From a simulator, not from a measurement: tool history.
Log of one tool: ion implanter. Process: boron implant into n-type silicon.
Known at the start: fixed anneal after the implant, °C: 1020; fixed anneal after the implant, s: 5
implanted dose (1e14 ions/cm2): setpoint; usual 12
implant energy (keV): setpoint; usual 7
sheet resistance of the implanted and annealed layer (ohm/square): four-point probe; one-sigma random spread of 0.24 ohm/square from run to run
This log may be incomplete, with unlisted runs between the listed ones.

run    hour  implanted dose (1e14 ions/cm2)  implant energy (keV)  read-back reference wafer on the same gauge, sheet resistance  sheet resistance of the implanted and annealed layer (ohm/square)
  1       0                              12                     6                                                         128.98                                                             170.55
  2    31.6                              12                     6                                                         129.01                                                             170.49
  3    98.8                           11.12                     7                                                         128.97                                                             164.33
  4   131.5                           11.12                     7                                                         128.98                                                             164.36
  5   201.7                              12                     7                                                         128.97                                                             160.09
  6   250.8                              12                     7                                                            129                                                             160.18
  7   306.3                              12                     7                                                            129                                                              159.7
  8   369.2                              12                     7                                                         128.98                                                             160.35
  9   445.2                              12                     7                                                         129.01                                                             160.08
 10   493.2                              12                     7                                                         128.96                                                             160.29
 11   555.1                           14.27                     7                                                            129                                                             151.59
 12   625.9                           14.27                     7                                                         129.04                                                             152.03
 13   689.9                           14.27                     7                                                         129.07                                                              152.6
 14   756.2                              12                     7                                                         128.99                                                              160.8
 15   821.4                              12                   8.5                                                         128.97                                                             149.32
 16   866.6                              12                     7                                                         129.03                                                             161.14
 17   915.2                              12                     7                                                            129                                                             161.47
 18   955.1                              12                     7                                                         128.97                                                             161.55
 19     983                           14.67                     8                                                         128.96                                                             142.55
     1045.6  -- extraction supply calibrated
 20  1046.1                              12                     7                                                         128.97                                                             162.27
 21  1076.5                             8.9                     6                                                         128.98                                                             194.96
 22  1115.1                           13.36                     9                                                         129.05                                                             140.69
     1131.9  -- gauge calibrated
 23  1148.6                            8.53                   5.5                                                         129.06                                                             205.83
 24    1176                              12                     7                                                         129.01                                                             162.66
 25  1209.4                            14.9                     7                                                         129.01                                                             151.74
     1243.5  -- Faraday cup replaced and dose calibrated
 26  1250.7                            9.03                     6                                                            129                                                             189.23
 27  1456.1                           14.16                     7                                                         129.06                                                             150.95
 28  1519.4                           13.53                   8.5                                                         128.95                                                             140.05
 29  1552.7                            13.2                   9.5                                                         129.02                                                             134.96
 30  1592.6                              12                     8                                                         128.98                                                             150.76

The same runs without the tool's hidden state, with the same run-to-run variation:
Hidden conditions of the tool in this case: deviation of the true dose from the Faraday cup's reading, %; deviation of the true energy from its setpoint, %; gauge reads high (%).
run  sheet resistance of the implanted and annealed layer (ohm/square)
  1                                                             169.98
  2                                                              169.9
  3                                                             163.54
  4                                                             163.52
  5                                                              159.3
  6                                                             159.32
  7                                                             158.77
  8                                                             159.32
  9                                                             158.92
 10                                                             159.03
 11                                                             150.62
 12                                                             150.94
 13                                                             151.39
 14                                                              158.9
 15                                                             146.94
 16                                                             158.89
 17                                                             159.06
 18                                                                159
 19                                                              140.6
 20                                                             159.37
 21                                                              190.2
 22                                                             137.64
 23                                                             200.36
 24                                                             159.21
 25                                                             149.41
 26                                                             189.17
 27                                                             150.88
 28                                                             139.92
 29                                                             134.79
 30                                                             150.53
